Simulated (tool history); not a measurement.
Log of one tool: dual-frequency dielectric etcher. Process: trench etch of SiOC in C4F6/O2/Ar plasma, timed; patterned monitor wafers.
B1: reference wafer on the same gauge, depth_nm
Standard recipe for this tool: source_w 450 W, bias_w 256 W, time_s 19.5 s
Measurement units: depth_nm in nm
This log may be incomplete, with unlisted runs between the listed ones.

{"run": 1, "hour": 0.0, "source_w": 450, "bias_w": 256, "time_s": 19.5, "B1": 51.88, "depth_nm": 46.93}
{"hour": 65.4, "done": "wet clean of the chamber"}
{"run": 2, "hour": 65.9, "source_w": 450, "bias_w": 256, "time_s": 19.5, "B1": 51.65, "depth_nm": 46.8}
{"run": 3, "hour": 101.2, "source_w": 450, "bias_w": 256, "time_s": 19.5, "B1": 51.71, "depth_nm": 46.4}
{"run": 4, "hour": 181.4, "source_w": 450, "bias_w": 256, "time_s": 19.5, "B1": 51.46, "depth_nm": 47}
{"run": 5, "hour": 277.3, "source_w": 450, "bias_w": 256, "time_s": 19.5, "B1": 51.56, "depth_nm": 46.44}
{"hour": 350.6, "done": "bias power generator calibrated"}
{"hour": 370.9, "done": "upper electrode replaced"}
{"run": 6, "hour": 473.6, "source_w": 380, "bias_w": 256, "time_s": 19.5, "B1": 51.45, "depth_nm": 43.63}
{"run": 7, "hour": 562.4, "source_w": 400, "bias_w": 218, "time_s": 19.5, "B1": 51.29, "depth_nm": 42.09}
{"run": 8, "hour": 777.6, "source_w": 350, "bias_w": 256, "time_s": 19.5, "B1": 51.22, "depth_nm": 42.9}
{"hour": 801.9, "done": "wet clean of the chamber"}
{"run": 9, "hour": 842.6, "source_w": 450, "bias_w": 256, "time_s": 19.5, "B1": 51.39, "depth_nm": 46.82}
{"hour": 944.3, "done": "gauge calibrated"}
{"run": 10, "hour": 946.0, "source_w": 390, "bias_w": 223, "time_s": 17, "B1": 53.64, "depth_nm": 38.65}
{"run": 11, "hour": 1046.9, "source_w": 520, "bias_w": 256, "time_s": 15, "B1": 53.09, "depth_nm": 38.97}
{"run": 12, "hour": 1118.8, "source_w": 450, "bias_w": 230, "time_s": 19.5, "B1": 53.05, "depth_nm": 46.27}
{"run": 13, "hour": 1157.5, "source_w": 400, "bias_w": 218, "time_s": 19.5, "B1": 52.79, "depth_nm": 43.34}
{"run": 14, "hour": 1199.1, "source_w": 450, "bias_w": 282, "time_s": 19.5, "B1": 52.87, "depth_nm": 49.48}
{"run": 15, "hour": 1242.6, "source_w": 450, "bias_w": 256, "time_s": 19.5, "B1": 52.66, "depth_nm": 48.19}
{"hour": 1304.6, "done": "source power generator calibrated"}
{"run": 16, "hour": 1323.8, "source_w": 450, "bias_w": 291, "time_s": 23, "B1": 52.37, "depth_nm": 58.64}
{"run": 17, "hour": 1374.8, "source_w": 420, "bias_w": 292, "time_s": 22.5, "B1": 52.29, "depth_nm": 55.76}
{"hour": 1403.8, "done": "wet clean of the chamber"}
{"run": 18, "hour": 1481.1, "source_w": 450, "bias_w": 204, "time_s": 19.5, "B1": 52.1, "depth_nm": 43.36}
{"run": 19, "hour": 1585.8, "source_w": 510, "bias_w": 256, "time_s": 16, "B1": 52.06, "depth_nm": 40.19}
{"run": 20, "hour": 1645.7, "source_w": 530, "bias_w": 256, "time_s": 15, "B1": 51.85, "depth_nm": 38.33}
{"run": 21, "hour": 1698.5, "source_w": 450, "bias_w": 319, "time_s": 19.5, "B1": 51.6, "depth_nm": 49.95}
{"run": 22, "hour": 1735.6, "source_w": 450, "bias_w": 256, "time_s": 19.5, "B1": 51.81, "depth_nm": 46.35}
{"run": 23, "hour": 1801.2, "source_w": 450, "bias_w": 196, "time_s": 23, "B1": 51.66, "depth_nm": 49.68}
{"run": 24, "hour": 1838.6, "source_w": 480, "bias_w": 256, "time_s": 19.5, "B1": 51.45, "depth_nm": 47.67}
{"run": 25, "hour": 1887.5, "source_w": 450, "bias_w": 256, "time_s": 19.5, "B1": 51.45, "depth_nm": 47.45}
{"run": 26, "hour": 1959.7, "source_w": 340, "bias_w": 229, "time_s": 22, "B1": 51.39, "depth_nm": 45.66}
{"hour": 2094.9, "done": "wet clean of the chamber"}
{"run": 27, "hour": 2211.6, "source_w": 510, "bias_w": 293, "time_s": 23.5, "B1": 51.38, "depth_nm": 60.86}
{"run": 28, "hour": 2273.6, "source_w": 450, "bias_w": 236, "time_s": 17, "B1": 51.2, "depth_nm": 39.36}

Per-run results on a tool with no hidden state, each run keeping its own random variation:
The hidden state here: etch rate over this chamber's usual, %; source power that arrives over what is set, %; bias power that arrives over what is set, %; gauge reads high (%).
run=1 depth_nm=49.22
run=2 depth_nm=49.14
run=3 depth_nm=48.75
run=4 depth_nm=49.46
run=5 depth_nm=48.94
run=6 depth_nm=46.09
run=7 depth_nm=44.51
run=8 depth_nm=45.45
run=9 depth_nm=49.63
run=10 depth_nm=39.12
run=11 depth_nm=39.73
run=12 depth_nm=47.39
run=13 depth_nm=44.49
run=14 depth_nm=50.92
run=15 depth_nm=49.7
run=16 depth_nm=60.71
run=17 depth_nm=57.87
run=18 depth_nm=45.19
run=19 depth_nm=42.04
run=20 depth_nm=40.17
run=21 depth_nm=52.42
run=22 depth_nm=48.69
run=23 depth_nm=52.28
run=24 depth_nm=50.2
run=25 depth_nm=50.02
run=26 depth_nm=48.21
run=27 depth_nm=64.52
run=28 depth_nm=41.75

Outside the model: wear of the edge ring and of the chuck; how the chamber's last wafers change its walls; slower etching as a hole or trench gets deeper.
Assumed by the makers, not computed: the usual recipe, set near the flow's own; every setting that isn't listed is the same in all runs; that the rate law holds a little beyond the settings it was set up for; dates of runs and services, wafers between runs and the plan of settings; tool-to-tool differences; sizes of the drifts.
